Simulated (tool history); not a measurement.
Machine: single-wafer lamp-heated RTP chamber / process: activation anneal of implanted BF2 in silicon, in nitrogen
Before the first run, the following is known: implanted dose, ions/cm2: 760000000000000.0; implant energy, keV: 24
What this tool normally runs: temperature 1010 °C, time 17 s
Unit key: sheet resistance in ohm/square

run   hour  temperature  time  wafers since the last listed run  wafers since the last pyrometer calibration  wafers since the reflector plate was cleaned  hours since the gauge calibration  read-back reference wafer on the same gauge, sheet resistance  sheet resistance
  1    0.0         1010    23                                 0                                          175                                          4028                              281.7                                                         193.94            193.46
  2   88.3         1010    11                              1070                                         1246                                          5099                              370.0                                                         194.13            203.06
  3  127.5         1010    11                               475                                         1721                                          5574                              409.2                                                         193.92            200.48
  4  196.2         1010    17                               833                                         2555                                          6407                              477.9                                                         194.04            194.63
  5  226.3         1010    17                               365                                         2920                                          6772                              508.0                                                         193.88            192.44
  6  257.5         1010    17                               378                                         3298                                          7150                              539.2                                                         193.94            194.50
  7  288.6         1010    17                               377                                         3675                                          7528                              570.3                                                         194.09            193.33
  8  316.1         1010    17                               333                                         4009                                          7861                              597.8                                                         193.97            193.20
     360.9  -- reflector plate cleaned
  9  385.3         1010    17                               742                                         4751                                           295                              667.0                                                         193.97            199.08
     396.8  -- pyrometer window cleaned and pyrometer calibrated
 10  437.2          983     9                               532                                          489                                           828                              718.9                                                         194.08            230.31
 11  481.9         1010    23                               542                                         1032                                          1370                              763.6                                                         193.89            194.42
     526.4  -- gauge calibrated
 12  549.2         1010    17                               816                                         1848                                          2186                               22.8                                                         194.03            198.13
 13  592.3         1033    21                               522                                         2370                                          2709                               65.9                                                         193.99            180.39
 14  627.5         1029    17                               426                                         2797                                          3136                              101.1                                                         194.02            187.44
 15  791.0          994    17                              1982                                         4780                                          5118                              264.6                                                         194.03            207.65
     807.7  -- pyrometer window cleaned and pyrometer calibrated
 16  844.6         1034    26                               552                                          447                                          5671                              318.2                                                         193.99            178.09

Alternative continuations, all from the tool just after run 16; predict every row:
  A  845.0          981    17                                 4                                          452                                          5676                              318.6                                                              ?                 ?
  B  845.0         1010    10                                 4                                          452                                          5676                              318.6                                                              ?                 ?
  C  845.0          994    10                                 4                                          452                                          5676                              318.6                                                              ?                 ?
  D  845.0          984    21                                 4                                          452                                          5676                              318.6                                                              ?                 ?

run  read-back reference wafer on the same gauge, sheet resistance  sheet resistance
  A                                                         193.99            220.93
  B                                                         193.99            204.20
  C                                                         193.99            216.37
  D                                                         193.99            214.51
Stripped of hidden state, with their random variation kept, the same runs would have yielded:
run  sheet resistance
  A            226.92
  B            208.11
  C            221.33
  D            220.17
